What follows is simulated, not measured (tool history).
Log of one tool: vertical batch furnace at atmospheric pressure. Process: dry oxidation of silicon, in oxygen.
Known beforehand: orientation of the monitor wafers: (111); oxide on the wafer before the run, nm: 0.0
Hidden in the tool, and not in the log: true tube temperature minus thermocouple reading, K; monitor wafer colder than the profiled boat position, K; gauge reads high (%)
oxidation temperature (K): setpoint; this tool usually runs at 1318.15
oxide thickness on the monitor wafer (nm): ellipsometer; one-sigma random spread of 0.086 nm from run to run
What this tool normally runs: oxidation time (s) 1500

| run | hour | oxidation temperature (K) | oxidation time (s) | wafers since the last listed run | hours since the last temperature calibration | hours since the boat lift was adjusted | hours since the gauge calibration | read-back reference wafer on the same gauge, thickness | oxide thickness on the monitor wafer (nm) |
|---|---|---|---|---|---|---|---|---|---|
| 1 | 0 | 1318.15 | 1830 | 0 | 1743.5 | 5432.3 | 16.4 | 48.93 | 67.04 |
| 2 | 85.5 | 1318.15 | 1830 | 1352 | 1829 | 5517.8 | 101.9 | 48.92 | 67.26 |
|  | 128 | thermocouples replaced and temperature profile calibrated |
| 3 | 128.5 | 1318.15 | 1830 | 300 | 0.5 | 5560.8 | 144.9 | 48.91 | 65.51 |
| 4 | 139.6 | 1318.15 | 1500 | 175 | 11.6 | 5571.9 | 156 | 48.87 | 57.5 |
| 5 | 156.9 | 1318.15 | 1500 | 273 | 28.9 | 5589.2 | 173.3 | 48.89 | 57.53 |
| 6 | 184.7 | 1318.15 | 1500 | 439 | 56.7 | 5617 | 201.1 | 48.9 | 57.55 |
|  | 225.1 | boat lift adjusted |
| 7 | 225.6 | 1318.15 | 1500 | 267 | 97.6 | 0.5 | 242 | 48.92 | 57.83 |
| 8 | 229.5 | 1318.15 | 1500 | 61 | 101.5 | 4.4 | 245.9 | 48.92 | 57.71 |
| 9 | 247.4 | 1318.15 | 1500 | 283 | 119.4 | 22.3 | 263.8 | 48.9 | 57.76 |
| 10 | 270.1 | 1300.15 | 1500 | 358 | 142.1 | 45 | 286.5 | 48.87 | 51.79 |
|  | 284.4 | gauge calibrated |
| 11 | 294.9 | 1331.15 | 960 | 392 | 166.9 | 69.8 | 10.5 | 48.93 | 47.17 |
| 12 | 317.4 | 1294.15 | 2070 | 355 | 189.4 | 92.3 | 33 | 48.91 | 61.46 |
| 13 | 343.2 | 1298.15 | 810 | 407 | 215.2 | 118.1 | 58.8 | 48.91 | 34.34 |
| 14 | 367.4 | 1301.15 | 2010 | 382 | 239.4 | 142.3 | 83 | 48.89 | 63.21 |
| 15 | 396.3 | 1326.15 | 1920 | 457 | 268.3 | 171.2 | 111.9 | 48.87 | 71.41 |
| 16 | 421.9 | 1318.15 | 1500 | 404 | 293.9 | 196.8 | 137.5 | 48.89 | 58.2 |

Measured minus without-hidden-state, run by run (identical run-to-run variation in each term; gauge scatter may differ):
| run | oxide thickness on the monitor wafer (nm) |
|---|---|
| 1 | +2.1 |
| 2 | +2.12 |
| 3 | +0.23 |
| 4 | +0.23 |
| 5 | +0.29 |
| 6 | +0.37 |
| 7 | +0.47 |
| 8 | +0.49 |
| 9 | +0.54 |
| 10 | +0.57 |
| 11 | +0.56 |
| 12 | +0.85 |
| 13 | +0.51 |
| 14 | +0.94 |
| 15 | +1.08 |
| 16 | +0.92 |
